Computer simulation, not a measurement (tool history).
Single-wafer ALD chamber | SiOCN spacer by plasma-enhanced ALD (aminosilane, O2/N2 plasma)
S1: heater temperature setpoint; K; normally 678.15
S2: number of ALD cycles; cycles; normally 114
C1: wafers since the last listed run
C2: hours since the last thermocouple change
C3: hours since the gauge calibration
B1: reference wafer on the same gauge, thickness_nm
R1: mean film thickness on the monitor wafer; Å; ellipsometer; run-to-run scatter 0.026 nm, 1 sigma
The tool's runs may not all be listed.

run,hour,S1,S2,C1,C2,C3,B1,R1
1,0.0,678.15,126,0,1430.3,1499.1,6.814,69.08
2,70.0,678.15,126,167,1500.3,1569.1,6.819,69.15
3,114.5,682.15,114,106,1544.8,1613.6,6.817,62.42
# hour 233.7: thermocouple changed; heater temperature recalibrated
4,296.5,682.15,114,415,62.8,1795.6,6.820,63.03
5,346.6,682.15,114,119,112.9,1845.7,6.819,63.50
6,404.4,678.15,114,138,170.7,1903.5,6.818,64.27
7,433.5,678.15,114,69,199.8,1932.6,6.805,64.35
8,501.1,678.15,114,161,267.4,2000.2,6.819,64.13
9,565.6,678.15,114,154,331.9,2064.7,6.820,64.17
10,615.6,678.15,129,119,381.9,2114.7,6.819,72.77
11,664.0,678.15,129,115,430.3,2163.1,6.830,71.99
12,705.7,678.15,114,99,472.0,2204.8,6.825,63.64
13,749.4,670.15,101,104,515.7,2248.5,6.825,58.00
14,784.0,678.15,114,82,550.3,2283.1,6.827,63.82
15,927.0,678.15,114,341,693.3,2426.1,6.829,63.36
# hour 993.2: gauge calibrated
16,997.7,678.15,114,168,764.0,4.5,6.813,63.59
17,1068.0,678.15,114,167,834.3,74.8,6.827,63.43
18,1109.6,678.15,119,99,875.9,116.4,6.820,66.49
19,1143.7,678.15,119,81,910.0,150.5,6.801,66.08
20,1172.3,678.15,119,68,938.6,179.1,6.816,65.82
21,1236.3,685.15,126,152,1002.6,243.1,6.829,68.34
22,1289.0,678.15,114,125,1055.3,295.8,6.831,63.45
23,1339.7,678.15,106,121,1106.0,346.5,6.812,58.91
24,1401.0,678.15,114,146,1167.3,407.8,6.827,63.59
25,1432.9,666.15,120,76,1199.2,439.7,6.839,68.24
26,1625.1,686.15,114,459,1391.4,631.9,6.827,61.56
27,1650.3,667.15,126,60,1416.6,657.1,6.802,72.13
28,1698.6,678.15,114,115,1464.9,705.4,6.814,62.86
29,1741.7,678.15,114,102,1508.0,748.5,6.820,62.96
# hour 1784.2: thermocouple changed; heater temperature recalibrated
30,1812.4,678.15,130,149,28.2,819.2,6.817,73.50
31,1867.7,678.15,105,132,83.5,874.5,6.821,59.15
32,1894.7,691.15,97,64,110.5,901.5,6.829,52.11
33,1962.3,664.15,105,161,178.1,969.1,6.817,60.15
34,1999.3,678.15,114,88,215.1,1006.1,6.838,63.70
35,2036.4,678.15,114,88,252.2,1043.2,6.832,63.91
36,2091.1,678.15,114,130,306.9,1097.9,6.810,63.32
37,2115.3,673.15,128,57,331.1,1122.1,6.830,72.80
38,2146.5,682.15,114,74,362.3,1153.3,6.809,62.94
39,2204.7,669.15,134,139,420.5,1211.5,6.814,77.16
40,2235.8,678.15,114,74,451.6,1242.6,6.827,63.60
41,2260.3,689.15,98,58,476.1,1267.1,6.820,52.40
42,2329.5,669.15,131,165,545.3,1336.3,6.821,74.83
43,2398.9,685.15,114,165,614.7,1405.7,6.820,62.16
44,2448.0,672.15,94,117,663.8,1454.8,6.826,53.57
45,2478.3,678.15,129,72,694.1,1485.1,6.817,71.42
46,2519.6,665.15,114,98,735.4,1526.4,6.827,64.89

A few steps of R1 between consecutive runs. Split each: what settings, incoming material and random variation would produce without the hidden state, and what is left over for the hidden state, along with gauge scatter present in only one of the two compared results (measured, and without hidden state):
Hidden state present: wafer temperature above the value expected at the setpoint (K); gauge reads high (%).
Run 3 -> 4: thermocouple changed; heater temperature recalibrated. R1 +0.61 Å: hidden state +1.50, all else -0.89.
Run 29 -> 30: S2 114 -> 130, thermocouple changed; heater temperature recalibrated. R1 +10.54 Å: hidden state +0.98, all else +9.56.
Run 30 -> 31: S2 130 -> 105. R1 -14.35 Å: hidden state -0.12, all else -14.23.
Run 41 -> 42: S1 689.15 -> 669.15, S2 98 -> 131. R1 +22.43 Å: hidden state +0.57, all else +21.86.
Run 44 -> 45: S1 672.15 -> 678.15, S2 94 -> 129. R1 +17.85 Å: hidden state -0.53, all else +18.38.
Run 45 -> 46: S1 678.15 -> 665.15, S2 129 -> 114. R1 -6.53 Å: hidden state +0.97, all else -7.50.

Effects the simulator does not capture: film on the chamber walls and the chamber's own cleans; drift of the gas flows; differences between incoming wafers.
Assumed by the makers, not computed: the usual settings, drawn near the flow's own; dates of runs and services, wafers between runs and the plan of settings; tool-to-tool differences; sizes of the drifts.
